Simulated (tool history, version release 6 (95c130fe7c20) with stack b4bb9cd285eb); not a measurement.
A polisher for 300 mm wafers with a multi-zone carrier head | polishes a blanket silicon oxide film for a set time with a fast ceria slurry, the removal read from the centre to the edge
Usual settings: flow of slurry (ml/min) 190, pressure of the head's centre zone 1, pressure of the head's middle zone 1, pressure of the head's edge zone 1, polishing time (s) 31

run,hour,flow of slurry (ml/min),pressure of the head's centre zone,pressure of the head's middle zone,pressure of the head's edge zone,polishing time (s),"incoming thickness of the incoming film, nm",film removed at the wafer's centre (nm),film removed at mid-radius (nm),film removed at the wafer's edge (nm)
1,0,190,1,1,1,31,1920.3,737.1,748.8,729
# hour 52.6: worn pad replaced by a new one
2,54.6,190,1,1,1,31,1908.1,813.2,805.4,797.2
# hour 66.4: slurry nozzle cleaned
3,90.5,190,1,1,1,31,1909.2,766.8,786.9,751.8
4,157.5,190,1,1,1,31,1901.8,763,750.6,738.6
# hour 191.1: worn pad replaced by a new one
5,209.8,190,1,1,1,31,1899.1,792.4,783.9,772.4
# hour 269.6: centre zone pressure recalibrated
6,275.1,190,1,1,1,25,1933.5,593.8,606.7,598.4
7,301.8,190,1,1,1,25,1927.6,599.4,592.2,596
# hour 317.2: worn pad replaced by a new one
8,326.1,190,1,1,1,31,1907.3,778.1,794,778.1
9,356.5,135,1,1.07,1,31,1920.8,719,770.7,734.2
# hour 376.7: edge zone pressure recalibrated
10,412.7,190,0.97,1,1.03,36,1949.1,822.8,856.8,846.3
# hour 459.5: worn pad replaced by a new one
# hour 464.8: slurry nozzle cleaned
11,484.1,160,1,1.11,1,31,1908.3,767.7,824.3,762
# hour 525.8: carrier head's membrane replaced by a new one
12,534.9,190,1,1,1,31,1891.6,736.2,754.9,748.3
13,561,250,0.9,1,0.97,31,1934.5,699.7,773.4,732.7
# hour 585.9: worn pad replaced by a new one
14,593.2,190,1,1,1.11,31,1899,793.4,800.6,825.4
15,649.4,190,0.9,0.93,1,31,1912.5,679.6,722.3,746.8
16,704.8,190,0.89,1,1,31,1922.7,662.1,751.5,728.2

Forecast each of these 5 alternatives for the next run:
A,705.2,190,1,1,1,31,1891.3,?,?,?
B,705.2,225,1,1.12,1.09,31,1891.3,?,?,?
C,705.2,140,1,1,0.91,31,1891.3,?,?,?
D,705.2,240,1,1,1,31,1891.3,?,?,?
E,705.2,235,0.94,1,1.11,31,1891.3,?,?,?

run,film removed at the wafer's centre (nm),film removed at mid-radius (nm),film removed at the wafer's edge (nm)
A,745,744.3,729
B,761.3,829.5,770.2
C,714.2,716.8,678.3
D,766.4,763.5,742.9
E,718.3,762,781.1
Without the tool's hidden state the same runs would have given:
run,film removed at the wafer's centre (nm),film removed at mid-radius (nm),film removed at the wafer's edge (nm)
A,818.8,818.1,801.2
B,836.7,911.7,846.4
C,784.9,787.8,745.5
D,842.3,839.1,816.5
E,789.5,837.4,858.5
